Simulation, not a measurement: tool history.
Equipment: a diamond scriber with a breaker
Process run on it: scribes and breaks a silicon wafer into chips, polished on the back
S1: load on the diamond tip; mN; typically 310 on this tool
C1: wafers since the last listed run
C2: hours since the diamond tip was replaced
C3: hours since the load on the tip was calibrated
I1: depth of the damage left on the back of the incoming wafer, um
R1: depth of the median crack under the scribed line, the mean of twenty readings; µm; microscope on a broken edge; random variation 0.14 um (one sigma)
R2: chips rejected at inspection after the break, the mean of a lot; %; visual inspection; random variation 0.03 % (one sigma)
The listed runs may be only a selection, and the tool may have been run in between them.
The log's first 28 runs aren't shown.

run    hour   S1   C1     C2     C3    I1    R1     R2
 29  1268.9  393  124  388.5  449.5  0.02  8.27   2.53
     1315.5  -- diamond tip replaced by a new one
 30  1323.2  357  120    7.7  503.8  0.03  8.17   3.13
 31  1394.4  372  164   78.9    575  0.02  8.78   5.04
 32  1456.1  363  142  140.6  636.7  0.04  8.68   3.67
 33  1522.6  310  153  207.1  703.2  0.04  7.45   0.63
 34  1559.4  397   84  243.9    740  0.03  9.04    7.1
 35    1590  399   70  274.5  770.6  0.04  8.96   7.19
 36  1659.5  310  160    344  840.1  0.03  6.89   1.41
 37  1686.8  310   62  371.3  867.4  0.01  7.12    1.7
 38  1719.5  232   75    404  900.1  0.05  4.86  26.51
 39  1748.4  342   66  432.9    929  0.02  7.36   0.52
 40  1773.2  310   57  457.7  953.8  0.04  6.58   3.51
 41  1829.4  310  129  513.9   1010  0.03  6.28   4.66

Below are 5 alternative next runs, each starting from the tool's condition after run 41. Predict each:
  A  1830  220   1  514.5  1010.6  0.03   ?   ?
  B  1830  244   1  514.5  1010.6  0.03   ?   ?
  C  1830  338   1  514.5  1010.6  0.03   ?   ?
  D  1830  358   1  514.5  1010.6  0.03   ?   ?
  E  1830  378   1  514.5  1010.6  0.03   ?   ?

run    R1     R2
  A  4.55  43.05
  B  5.13   28.6
  C  7.13   1.55
  D  7.52   0.57
  E   7.9    0.7
Had the tool no hidden state, the same runs would have come out as:
run    R1     R2
  A  5.31  24.52
  B  5.98  12.28
  C  8.32   1.88
  D  8.78   4.19
  E  9.22   7.25

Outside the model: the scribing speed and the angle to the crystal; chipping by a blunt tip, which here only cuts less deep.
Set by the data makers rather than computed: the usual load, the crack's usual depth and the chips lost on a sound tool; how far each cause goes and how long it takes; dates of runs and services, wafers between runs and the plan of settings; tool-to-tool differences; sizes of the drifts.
